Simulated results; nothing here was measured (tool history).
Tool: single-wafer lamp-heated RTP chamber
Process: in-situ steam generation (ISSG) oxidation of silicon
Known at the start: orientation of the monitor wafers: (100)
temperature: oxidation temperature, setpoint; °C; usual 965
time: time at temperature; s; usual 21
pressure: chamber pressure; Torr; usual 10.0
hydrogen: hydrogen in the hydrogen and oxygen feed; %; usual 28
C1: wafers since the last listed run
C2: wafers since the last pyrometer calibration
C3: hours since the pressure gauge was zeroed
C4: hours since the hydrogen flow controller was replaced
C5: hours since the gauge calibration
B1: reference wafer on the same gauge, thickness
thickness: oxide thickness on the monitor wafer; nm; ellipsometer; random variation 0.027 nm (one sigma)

Run 1, hour 0.0: usual settings but hydrogen 25 %; C1 0; C2 1562; C3 3013.2; C4 2359.5; C5 552.6; B1 5.014. Result: thickness 4.724 nm.
Run 2, hour 27.5: usual settings but hydrogen 25 %; C1 325; C2 1887; C3 3040.7; C4 2387.0; C5 580.1; B1 5.009. Result: thickness 4.714 nm.
Run 3, hour 66.1: usual settings but temperature 978 °C; C1 456; C2 2343; C3 3079.3; C4 2425.6; C5 618.7; B1 5.012. Result: thickness 5.094 nm.
At hour 85.5: pyrometer window cleaned and pyrometer calibrated.
Run 4, hour 136.1: usual settings but temperature 978 °C; C1 733; C2 597; C3 3149.3; C4 2495.6; C5 688.7; B1 5.009. Result: thickness 5.013 nm.
Run 5, hour 187.6: usual settings but time 27 s; C1 608; C2 1206; C3 3200.8; C4 2547.1; C5 740.2; B1 5.016. Result: thickness 5.388 nm.
Run 6, hour 226.9: usual settings; C1 464; C2 1671; C3 3240.1; C4 2586.4; C5 779.5; B1 5.008. Result: thickness 4.851 nm.
Run 7, hour 289.9: usual settings; C1 744; C2 2416; C3 3303.1; C4 2649.4; C5 842.5; B1 5.009. Result: thickness 4.828 nm.
At hour 310.2: pyrometer window cleaned and pyrometer calibrated.
Run 8, hour 336.5: usual settings; C1 456; C2 310; C3 3349.7; C4 2696.0; C5 889.1; B1 5.005. Result: thickness 4.887 nm.
At hour 359.0: pressure gauge zeroed.
Run 9, hour 369.1: usual settings; C1 290; C2 601; C3 10.1; C4 2728.6; C5 921.7; B1 5.009. Result: thickness 4.931 nm.
Run 10, hour 402.5: usual settings; C1 394; C2 996; C3 43.5; C4 2762.0; C5 955.1; B1 5.013. Result: thickness 4.970 nm.
Run 11, hour 445.3: usual settings but time 25 s; C1 506; C2 1502; C3 86.3; C4 2804.8; C5 997.9; B1 5.002. Result: thickness 5.339 nm.
At hour 447.1: gauge calibrated.
At hour 524.8: hydrogen flow controller replaced.
At hour 530.1: pyrometer window cleaned and pyrometer calibrated, repeated, since the last time left the tool worse.
Run 12, hour 542.3: usual settings but pressure 10.2 Torr; C1 989; C2 144; C3 183.3; C4 17.5; C5 95.2; B1 5.006. Result: thickness 4.766 nm.
Run 13, hour 568.8: usual settings; C1 313; C2 457; C3 209.8; C4 44.0; C5 121.7; B1 5.010. Result: thickness 4.800 nm.
Run 14, hour 614.3: usual settings but temperature 945 °C; C1 537; C2 995; C3 255.3; C4 89.5; C5 167.2; B1 5.010. Result: thickness 4.537 nm.
Run 15, hour 665.1: usual settings; C1 600; C2 1596; C3 306.1; C4 140.3; C5 218.0; B1 5.010. Result: thickness 4.805 nm.
Run 16, hour 718.9: usual settings but time 18 s; C1 636; C2 2232; C3 359.9; C4 194.1; C5 271.8; B1 5.014. Result: thickness 4.541 nm.
At hour 759.8: pyrometer window cleaned and pyrometer calibrated.
Run 17, hour 813.0: usual settings; C1 1017; C2 628; C3 454.0; C4 288.2; C5 365.9; B1 5.008. Result: thickness 4.817 nm.
Run 18, hour 837.1: usual settings but temperature 954 °C, pressure 9.0 Torr; C1 284; C2 913; C3 478.1; C4 312.3; C5 390.0; B1 5.006. Result: thickness 4.732 nm.
Run 19, hour 877.5: usual settings but temperature 972 °C, pressure 10.2 Torr; C1 477; C2 1390; C3 518.5; C4 352.7; C5 430.4; B1 5.008. Result: thickness 4.921 nm.
Run 20, hour 939.0: usual settings but temperature 952 °C, time 29 s, pressure 8.6 Torr, hydrogen 25 %; C1 727; C2 2118; C3 580.0; C4 414.2; C5 491.9; B1 5.010. Result: thickness 5.314 nm.
At hour 951.0: pyrometer window cleaned and pyrometer calibrated.
Run 21, hour 997.0: usual settings but temperature 980 °C; C1 591; C2 544; C3 638.0; C4 472.2; C5 549.9; B1 5.010. Result: thickness 5.077 nm.
Run 22, hour 1034.8: usual settings; C1 446; C2 991; C3 675.8; C4 510.0; C5 587.7; B1 5.009. Result: thickness 4.835 nm.
Run 23, hour 1062.0: usual settings but temperature 960 °C, hydrogen 32 %; C1 321; C2 1312; C3 703.0; C4 537.2; C5 614.9; B1 5.006. Result: thickness 4.936 nm.

3 ways to go on from here, each from the tool as it stands after run 23. What would each give?
Run A, hour 1062.4: usual settings; C1 4; C2 1317; C3 703.4; C4 537.6; C5 615.3; B1 ?. Result: thickness ?.
Run B, hour 1062.4: usual settings but time 15 s; C1 4; C2 1317; C3 703.4; C4 537.6; C5 615.3; B1 ?. Result: thickness ?.
Run C, hour 1062.4: usual settings but temperature 948 °C; C1 4; C2 1317; C3 703.4; C4 537.6; C5 615.3; B1 ?. Result: thickness ?.

run     B1  thickness
  A  5.009      4.846
  B  5.009      4.218
  C  5.009      4.585
Without the tool's hidden state the same runs would have given:
run  thickness
  A      4.774
  B      4.162
  C      4.523
